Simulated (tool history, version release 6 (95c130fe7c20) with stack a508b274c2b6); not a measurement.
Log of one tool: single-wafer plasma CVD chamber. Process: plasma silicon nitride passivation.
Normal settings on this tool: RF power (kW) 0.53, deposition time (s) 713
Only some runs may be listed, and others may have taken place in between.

| run | day | RF power (kW) | deposition time (s) | wafers since the last listed run | hours since the last RF generator calibration | hours since the showerhead was replaced | hours since the gauge calibration | read-back reference wafer on the same gauge, thickness_nm | mean film thickness on the monitor wafer (nm) |
|---|---|---|---|---|---|---|---|---|---|
| 1 | 0 | 0.53 | 713 | 0 | 985.7 | 2386 | 66.7 | 1345.36 | 1159.945 |
| 2 | 0.421 | 0.53 | 713 | 36 | 995.8 | 2396.1 | 76.8 | 1344.355 | 1160.39 |
| 3 | 0.692 | 0.53 | 713 | 23 | 1002.3 | 2402.6 | 83.3 | 1344.262 | 1159.264 |
| 4 | 1.221 | 0.5 | 808 | 46 | 1015 | 2415.3 | 96 | 1344.049 | 1298.014 |
| 5 | 1.579 | 0.5 | 808 | 31 | 1023.6 | 2423.9 | 104.6 | 1343.777 | 1299.448 |
|  | 2.571 | RF generator calibrated |
| 6 | 2.592 | 0.5 | 808 | 59 | 0.5 | 2448.2 | 128.9 | 1343.401 | 1298.431 |
| 7 | 2.912 | 0.53 | 713 | 28 | 8.2 | 2455.9 | 136.6 | 1343.062 | 1162.811 |
|  | 3.362 | showerhead replaced |
| 8 | 3.383 | 0.57 | 580 | 12 | 19.5 | 0.5 | 147.9 | 1343.315 | 957.624 |
|  | 3.783 | gauge calibrated |
| 9 | 3.912 | 0.425 | 713 | 46 | 32.2 | 13.2 | 3.1 | 1348.117 | 1108.153 |
| 10 | 4.588 | 0.425 | 713 | 58 | 48.4 | 29.4 | 19.3 | 1345.779 | 1103.282 |
| 11 | 6.25 | 0.425 | 713 | 145 | 88.3 | 69.3 | 59.2 | 1342.334 | 1102.341 |
| 12 | 6.979 | 0.58 | 851 | 63 | 105.8 | 86.8 | 76.7 | 1341.882 | 1414.994 |
| 13 | 7.346 | 0.53 | 713 | 32 | 114.6 | 95.6 | 85.5 | 1341.682 | 1158.424 |
| 14 | 7.746 | 0.505 | 713 | 34 | 124.2 | 105.2 | 95.1 | 1340.932 | 1147.152 |

For each run, the measured value with the value that run would have given without the tool's hidden condition subtracted. The run-to-run variation is shared by both, the gauge scatter possibly not:
Unlogged tool condition in this case: delivered RF power above the setpoint (%); gauge reads high (%).
| run | mean film thickness on the monitor wafer (nm) |
|---|---|
| 1 | -4.485 |
| 2 | -4.842 |
| 3 | -5.031 |
| 4 | -5.984 |
| 5 | -6.183 |
| 6 | -6.571 |
| 7 | -5.965 |
| 8 | -4.994 |
| 9 | -1.645 |
| 10 | -3.458 |
| 11 | -6.079 |
| 12 | -8.62 |
| 13 | -7.315 |
| 14 | -7.476 |
